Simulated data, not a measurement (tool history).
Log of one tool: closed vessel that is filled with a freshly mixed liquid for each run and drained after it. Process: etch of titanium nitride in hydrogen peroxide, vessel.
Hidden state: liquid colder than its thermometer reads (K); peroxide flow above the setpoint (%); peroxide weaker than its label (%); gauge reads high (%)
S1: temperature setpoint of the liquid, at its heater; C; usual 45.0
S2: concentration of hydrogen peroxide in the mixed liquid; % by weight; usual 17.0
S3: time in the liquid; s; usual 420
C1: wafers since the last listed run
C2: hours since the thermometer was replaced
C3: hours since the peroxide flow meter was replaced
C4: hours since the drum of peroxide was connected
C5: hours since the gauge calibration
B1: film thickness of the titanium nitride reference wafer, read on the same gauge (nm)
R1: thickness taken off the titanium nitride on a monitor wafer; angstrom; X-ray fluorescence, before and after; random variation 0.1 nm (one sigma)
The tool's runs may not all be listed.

run,hour,S1,S2,S3,C1,C2,C3,C4,C5,B1,R1
1,0.0,45.0,17.0,420,0,697.7,1987.2,261.5,144.3,60.00,216.6
2,17.2,45.0,17.0,585,1848,714.9,2004.4,278.7,161.5,59.99,301.6
3,33.4,45.0,17.0,585,1741,731.1,2020.6,294.9,177.7,60.00,301.1
4,47.2,45.0,17.0,585,1483,744.9,2034.4,308.7,191.5,59.98,302.2
5,59.0,45.0,19.0,420,1268,756.7,2046.2,320.5,203.3,59.99,220.8
6,75.7,45.0,17.0,420,1794,773.4,2062.9,337.2,220.0,60.00,214.7
7,86.0,45.0,17.0,420,1107,783.7,2073.2,347.5,230.3,59.99,214.4
8,100.8,45.0,17.0,420,1590,798.5,2088.0,362.3,245.1,60.01,215.9
# hour 119.7: new drum of peroxide connected
9,123.0,45.0,17.0,420,2278,820.7,2110.2,3.3,267.3,59.99,220.3
10,135.5,45.0,17.0,330,1343,833.2,2122.7,15.8,279.8,60.00,171.8
11,143.0,45.0,17.0,330,806,840.7,2130.2,23.3,287.3,60.06,170.5
# hour 153.2: gauge calibrated
12,153.8,45.0,17.0,330,1160,851.5,2141.0,34.1,0.6,60.02,172.5
# hour 161.1: thermometer replaced
13,171.4,45.0,17.0,360,1784,10.3,2158.6,51.7,18.2,59.94,186.8
14,181.2,45.0,17.0,360,1053,20.1,2168.4,61.5,28.0,59.95,187.7
15,195.9,45.0,17.0,420,1579,34.8,2183.1,76.2,42.7,59.97,218.3
16,204.1,55.0,18.5,175,881,43.0,2191.3,84.4,50.9,60.01,191.0
17,220.0,45.0,17.0,420,1708,58.9,2207.2,100.3,66.8,59.95,218.1
18,227.0,45.0,20.5,170,752,65.9,2214.2,107.3,73.8,60.00,92.0
# hour 265.7: peroxide flow meter replaced
19,275.8,36.0,14.5,605,5137,114.7,10.1,156.1,122.6,59.97,152.5
20,291.4,45.0,17.0,420,1676,130.3,25.7,171.7,138.2,60.00,218.0
21,299.2,45.0,13.5,420,838,138.1,33.5,179.5,146.0,59.97,207.1
22,314.2,53.5,12.5,420,1612,153.1,48.5,194.5,161.0,60.03,376.8
23,327.9,52.5,13.0,490,1472,166.8,62.2,208.2,174.7,60.00,413.0
24,337.7,40.0,17.0,340,1053,176.6,72.0,218.0,184.5,60.02,121.2
25,352.3,51.0,17.0,420,1569,191.2,86.6,232.6,199.1,60.03,334.0
26,359.7,38.5,13.0,570,795,198.6,94.0,240.0,206.5,59.98,169.3
27,367.9,53.5,12.5,420,881,206.8,102.2,248.2,214.7,60.01,378.0
28,380.1,38.5,17.0,565,1311,219.0,114.4,260.4,226.9,59.98,178.0
29,395.7,45.0,17.0,420,1676,234.6,130.0,276.0,242.5,60.03,216.8
30,407.5,45.0,21.5,615,1268,246.4,141.8,287.8,254.3,60.02,332.9

Measured less the same run without the tool's hidden state. The same run-to-run variation is in both; the gauge's scatter may not be:
run,R1
1,-2.7
2,-3.9
3,-4.2
4,-4.3
5,-3.3
6,-3.4
7,-3.5
8,-3.6
9,-0.3
10,-0.3
11,-0.4
12,-0.4
13,-0.7
14,-0.7
15,-1.0
16,-0.9
17,-1.2
18,-0.5
19,-1.2
20,-1.9
21,-1.8
22,-3.6
23,-4.2
24,-1.3
25,-3.8
26,-1.9
27,-4.5
28,-2.2
29,-2.9
30,-4.6
